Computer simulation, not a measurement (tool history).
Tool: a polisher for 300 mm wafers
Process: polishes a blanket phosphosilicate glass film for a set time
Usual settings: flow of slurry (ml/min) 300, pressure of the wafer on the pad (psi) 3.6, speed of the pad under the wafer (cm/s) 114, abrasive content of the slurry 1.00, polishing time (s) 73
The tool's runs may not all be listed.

| run | hour | flow of slurry (ml/min) | pressure of the wafer on the pad (psi) | speed of the pad under the wafer (cm/s) | abrasive content of the slurry | polishing time (s) | wafers since the last listed run | wafers polished on this pad | hours since the slurry nozzle was cleaned | hours since the head pressure was calibrated | hours since the slurry blender was calibrated | hours since the conditioning disc was replaced | incoming thickness of the incoming film, nm | film removed (angstrom) |
|---|---|---|---|---|---|---|---|---|---|---|---|---|---|---|
| 1 | 0.0 | 300 | 4.4 | 90 | 1.00 | 73 | 0 | 844 | 96.4 | 122.3 | 193.9 | 105.4 | 3647.5 | 9334 |
| 2 | 31.6 | 300 | 4.4 | 90 | 1.00 | 73 | 380 | 1225 | 128.0 | 153.9 | 225.5 | 137.0 | 3683.1 | 9334 |
| 3 | 61.5 | 265 | 3.6 | 114 | 1.00 | 73 | 360 | 1585 | 157.9 | 183.8 | 255.4 | 166.9 | 3677.5 | 9787 |
|  | 188.2 | slurry blender recalibrated |
| 4 | 226.7 | 380 | 3.6 | 114 | 1.00 | 73 | 1966 | 3552 | 323.1 | 349.0 | 38.5 | 332.1 | 3691.4 | 9954 |
|  | 236.3 | worn pad replaced by a new one |
|  | 243.7 | slurry nozzle cleaned |
| 5 | 265.0 | 380 | 3.6 | 114 | 1.00 | 73 | 401 | 333 | 21.3 | 387.3 | 76.8 | 370.4 | 3689.0 | 10003 |
| 6 | 300.6 | 300 | 3.6 | 114 | 1.00 | 63 | 429 | 762 | 56.9 | 422.9 | 112.4 | 406.0 | 3675.9 | 8607 |
| 7 | 367.3 | 300 | 3.6 | 114 | 1.00 | 63 | 803 | 1566 | 123.6 | 489.6 | 179.1 | 472.7 | 3710.1 | 8607 |
| 8 | 399.1 | 300 | 3.6 | 114 | 1.00 | 63 | 383 | 1949 | 155.4 | 521.4 | 210.9 | 504.5 | 3710.9 | 8721 |
|  | 420.4 | conditioning disc replaced and pad reconditioned |
| 9 | 469.0 | 300 | 4.8 | 90 | 0.70 | 73 | 818 | 2768 | 225.3 | 591.3 | 280.8 | 48.6 | 3680.4 | 8264 |
| 10 | 532.3 | 300 | 3.6 | 114 | 1.00 | 63 | 762 | 3531 | 288.6 | 654.6 | 344.1 | 111.9 | 3625.5 | 8792 |
|  | 545.9 | worn pad replaced by a new one |
| 11 | 566.9 | 260 | 2.4 | 114 | 1.00 | 55 | 368 | 252 | 323.2 | 689.2 | 378.7 | 146.5 | 3641.0 | 5764 |
|  | 595.7 | slurry blender recalibrated |
| 12 | 600.9 | 300 | 3.6 | 114 | 1.00 | 73 | 385 | 638 | 357.2 | 723.2 | 5.2 | 180.5 | 3636.6 | 10571 |
|  | 621.1 | head pressure recalibrated |
|  | 630.7 | slurry nozzle cleaned |
| 13 | 666.6 | 300 | 3.6 | 114 | 1.00 | 63 | 755 | 1393 | 35.9 | 45.5 | 70.9 | 246.2 | 3714.8 | 8245 |
| 14 | 692.9 | 300 | 2.5 | 114 | 1.10 | 64 | 316 | 1710 | 62.2 | 71.8 | 97.2 | 272.5 | 3727.1 | 6917 |
| 15 | 740.2 | 300 | 3.6 | 114 | 1.15 | 80 | 570 | 2280 | 109.5 | 119.1 | 144.5 | 319.8 | 3732.7 | 11261 |
| 16 | 805.5 | 300 | 3.6 | 114 | 1.00 | 86 | 786 | 3067 | 174.8 | 184.4 | 209.8 | 385.1 | 3679.6 | 11433 |
|  | 827.9 | worn pad replaced by a new one |
|  | 850.5 | conditioning disc replaced and pad reconditioned |
| 17 | 872.8 | 300 | 3.6 | 114 | 1.00 | 73 | 738 | 517 | 242.1 | 251.7 | 277.1 | 22.3 | 3671.0 | 9741 |
| 18 | 958.4 | 400 | 3.6 | 132 | 1.00 | 96 | 1031 | 1549 | 327.7 | 337.3 | 362.7 | 107.9 | 3705.4 | 14572 |
| 19 | 1013.8 | 300 | 3.6 | 114 | 1.00 | 73 | 667 | 2216 | 383.1 | 392.7 | 418.1 | 163.3 | 3674.7 | 9679 |
|  | 1015.8 | slurry nozzle cleaned |
| 20 | 1058.6 | 300 | 2.6 | 140 | 1.10 | 73 | 527 | 2744 | 42.8 | 437.5 | 462.9 | 208.1 | 3657.7 | 9541 |
|  | 1061.6 | slurry blender recalibrated |
| 21 | 1111.9 | 300 | 3.6 | 114 | 1.00 | 73 | 618 | 3362 | 96.1 | 490.8 | 50.3 | 261.4 | 3671.8 | 9828 |
| 22 | 1136.7 | 300 | 3.6 | 114 | 0.85 | 73 | 298 | 3661 | 120.9 | 515.6 | 75.1 | 286.2 | 3716.8 | 9006 |
|  | 1193.3 | worn pad replaced by a new one |
| 23 | 1196.6 | 345 | 4.8 | 114 | 1.00 | 47 | 673 | 39 | 180.8 | 575.5 | 135.0 | 346.1 | 3659.0 | 8123 |
| 24 | 1261.7 | 220 | 3.6 | 114 | 0.90 | 73 | 784 | 823 | 245.9 | 640.6 | 200.1 | 411.2 | 3653.7 | 9188 |
|  | 1289.5 | conditioning disc replaced and pad reconditioned |
|  | 1289.7 | head pressure recalibrated |
| 25 | 1293.2 | 395 | 4.5 | 114 | 1.00 | 82 | 352 | 1176 | 277.4 | 3.5 | 231.6 | 3.7 | 3627.8 | 12935 |

Predict each of these 4 candidate next runs independently; none follows another, all start after run 25:
| A | 1293.6 | 300 | 3.6 | 114 | 1.00 | 73 | 4 | 1181 | 277.8 | 3.9 | 232.0 | 4.1 | 3666.3 | ? |
| B | 1293.6 | 300 | 3.6 | 114 | 0.90 | 73 | 4 | 1181 | 277.8 | 3.9 | 232.0 | 4.1 | 3666.3 | ? |
| C | 1293.6 | 300 | 3.6 | 146 | 1.25 | 73 | 4 | 1181 | 277.8 | 3.9 | 232.0 | 4.1 | 3666.3 | ? |
| D | 1293.6 | 300 | 3.6 | 94 | 1.00 | 83 | 4 | 1181 | 277.8 | 3.9 | 232.0 | 4.1 | 3666.3 | ? |

| run | film removed (angstrom) |
|---|---|
| A | 9737 |
| B | 9167 |
| C | 13176 |
| D | 9547 |
With no hidden state in the tool, these same runs would have given:
| run | film removed (angstrom) |
|---|---|
| A | 9717 |
| B | 9148 |
| C | 13150 |
| D | 9528 |
